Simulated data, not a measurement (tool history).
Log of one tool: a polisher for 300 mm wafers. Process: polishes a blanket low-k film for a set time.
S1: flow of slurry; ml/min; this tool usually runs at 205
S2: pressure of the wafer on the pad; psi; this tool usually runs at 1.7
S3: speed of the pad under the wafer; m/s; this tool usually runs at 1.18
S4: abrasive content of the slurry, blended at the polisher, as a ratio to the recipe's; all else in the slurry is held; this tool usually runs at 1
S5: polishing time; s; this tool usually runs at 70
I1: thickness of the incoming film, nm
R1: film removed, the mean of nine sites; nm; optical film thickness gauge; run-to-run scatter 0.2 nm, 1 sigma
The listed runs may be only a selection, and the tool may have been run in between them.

run 1 hour=0 | S1=205 S2=1.7 S3=1.18 S4=1 S5=70 | I1=456.7 | R1=20.2
run 2 hour=8.1 | S1=205 S2=1.7 S3=1.18 S4=1 S5=70 | I1=455 | R1=19.9
run 3 hour=23.2 | S1=205 S2=1.3 S3=1.18 S4=1 S5=70 | I1=460.2 | R1=15.6
run 4 hour=34.5 | S1=205 S2=1.7 S3=1.18 S4=1 S5=70 | I1=456.6 | R1=19.7
run 5 hour=47.3 | S1=205 S2=1.7 S3=1.18 S4=1 S5=70 | I1=456.6 | R1=19.4
-- hour=52 worn pad replaced by a new one
run 6 hour=55.1 | S1=250 S2=1.7 S3=1.18 S4=1 S5=70 | I1=461.2 | R1=19.7
run 7 hour=63.8 | S1=205 S2=1.7 S3=1.18 S4=1 S5=70 | I1=465 | R1=18.7
-- hour=76.4 slurry nozzle cleaned
-- hour=77.5 conditioning disc replaced and pad reconditioned
run 8 hour=79.6 | S1=205 S2=1.7 S3=1.18 S4=1 S5=70 | I1=464 | R1=20.6
run 9 hour=90.5 | S1=205 S2=1.3 S3=1.36 S4=1 S5=59 | I1=461.7 | R1=14.8
run 10 hour=101.4 | S1=205 S2=1.7 S3=1.46 S4=1 S5=61 | I1=451.6 | R1=20.8
-- hour=109.6 worn pad replaced by a new one
run 11 hour=115 | S1=185 S2=1.9 S3=1.52 S4=0.9 S5=70 | I1=461.9 | R1=24.3
-- hour=118.8 slurry blender recalibrated
run 12 hour=127.3 | S1=265 S2=1.1 S3=1 S4=0.8 S5=70 | I1=461.8 | R1=12.8
-- hour=139.5 head pressure recalibrated
run 13 hour=159.2 | S1=205 S2=1.7 S3=1.18 S4=1 S5=70 | I1=463.8 | R1=22.7
run 14 hour=168.1 | S1=175 S2=1.7 S3=1.18 S4=0.75 S5=70 | I1=465.3 | R1=19
-- hour=183.5 worn pad replaced by a new one
run 15 hour=184 | S1=205 S2=1.7 S3=1.18 S4=1 S5=70 | I1=467 | R1=22.8

What if the next run were any one of these 5? Each begins from the tool's condition after run 15:
run A hour=184.4 | S1=205 S2=1.7 S3=1.18 S4=1 S5=70 | I1=464.6 | R1=?
run B hour=184.4 | S1=205 S2=1.7 S3=1.18 S4=1 S5=57 | I1=464.6 | R1=?
run C hour=184.4 | S1=205 S2=1.7 S3=1.18 S4=1.25 S5=77 | I1=464.6 | R1=?
run D hour=184.4 | S1=205 S2=1.3 S3=1.18 S4=1 S5=59 | I1=464.6 | R1=?
run E hour=184.4 | S1=205 S2=1.9 S3=1.46 S4=1.2 S5=70 | I1=464.6 | R1=?

run=A R1=22.8
run=B R1=18.6
run=C R1=27.9
run=D R1=15.1
run=E R1=31.8
Take away the tool's hidden state, keep each run's random variation, and the runs would have read:
run=A R1=23.7
run=B R1=19.3
run=C R1=28.9
run=D R1=15.6
run=E R1=32.9

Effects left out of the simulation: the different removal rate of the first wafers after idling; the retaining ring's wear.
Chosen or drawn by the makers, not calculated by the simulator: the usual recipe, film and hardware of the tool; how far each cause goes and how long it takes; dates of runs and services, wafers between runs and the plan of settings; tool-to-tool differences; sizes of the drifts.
